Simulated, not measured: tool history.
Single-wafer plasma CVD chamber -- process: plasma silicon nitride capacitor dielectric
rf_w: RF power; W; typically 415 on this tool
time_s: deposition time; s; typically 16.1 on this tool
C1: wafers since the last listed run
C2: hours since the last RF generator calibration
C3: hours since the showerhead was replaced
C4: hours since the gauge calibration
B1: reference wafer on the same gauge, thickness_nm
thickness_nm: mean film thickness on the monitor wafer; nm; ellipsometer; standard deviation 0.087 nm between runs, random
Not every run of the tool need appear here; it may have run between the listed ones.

Run 1, hour 0.0: usual settings; C1 0; C2 1944.8; C3 6436.6; C4 243.3; B1 26.033. Result: thickness_nm 21.914 nm.
Run 2, hour 53.1: usual settings; C1 1639; C2 1997.9; C3 6489.7; C4 296.4; B1 25.987. Result: thickness_nm 21.907 nm.
Run 3, hour 114.1: usual settings; C1 1882; C2 2058.9; C3 6550.7; C4 357.4; B1 25.974. Result: thickness_nm 21.838 nm.
Run 4, hour 145.8: usual settings; C1 978; C2 2090.6; C3 6582.4; C4 389.1; B1 25.961. Result: thickness_nm 22.023 nm.
Run 5, hour 186.9: usual settings; C1 1268; C2 2131.7; C3 6623.5; C4 430.2; B1 25.931. Result: thickness_nm 22.029 nm.
Run 6, hour 229.9: usual settings; C1 1327; C2 2174.7; C3 6666.5; C4 473.2; B1 25.955. Result: thickness_nm 21.904 nm.
Run 7, hour 270.8: usual settings but time_s 13.7 s; C1 1262; C2 2215.6; C3 6707.4; C4 514.1; B1 25.933. Result: thickness_nm 18.548 nm.
Run 8, hour 316.2: usual settings but rf_w 380 W, time_s 14.7 s; C1 1401; C2 2261.0; C3 6752.8; C4 559.5; B1 25.939. Result: thickness_nm 19.155 nm.
At hour 328.6: gauge calibrated.
Run 9, hour 361.8: usual settings but rf_w 365 W, time_s 17.1 s; C1 1407; C2 2306.6; C3 6798.4; C4 33.2; B1 26.387. Result: thickness_nm 22.036 nm.
Run 10, hour 430.4: usual settings but rf_w 440 W, time_s 17.3 s; C1 2117; C2 2375.2; C3 6867.0; C4 101.8; B1 26.223. Result: thickness_nm 24.506 nm.
At hour 442.6: showerhead replaced.
At hour 447.0: RF generator calibrated.
Run 11, hour 494.1: usual settings; C1 1583; C2 47.1; C3 51.5; C4 165.5; B1 26.129. Result: thickness_nm 22.130 nm.
Run 12, hour 545.4: usual settings but rf_w 360 W, time_s 17.6 s; C1 1583; C2 98.4; C3 102.8; C4 216.8; B1 26.088. Result: thickness_nm 22.344 nm.
Run 13, hour 607.6: usual settings; C1 1920; C2 160.6; C3 165.0; C4 279.0; B1 26.024. Result: thickness_nm 22.084 nm.
Run 14, hour 664.9: usual settings but rf_w 350 W; C1 1768; C2 217.9; C3 222.3; C4 336.3; B1 26.001. Result: thickness_nm 19.986 nm.
Run 15, hour 701.5: usual settings but rf_w 490 W, time_s 17.2 s; C1 1129; C2 254.5; C3 258.9; C4 372.9; B1 25.973. Result: thickness_nm 25.522 nm.

Describe how what the log doesn't record of the tool's condition differs between the last listed run preceding each entry between runs and the first listed run following it.
Run 8 -> run 9: gauge calibrated (hour 328.6)
  gauge reads high (%): -2.17 -> -0.463
  what was measured, less what the result would be without the hidden state, thickness_nm: -0.425 -> -0.103 nm
Run 10 -> run 11: showerhead replaced (hour 442.6); RF generator calibrated (hour 447.0)
  gauge reads high (%): -1.04 -> -1.41
  what was measured, less what the result would be without the hidden state, thickness_nm: -0.259 -> -0.316 nm
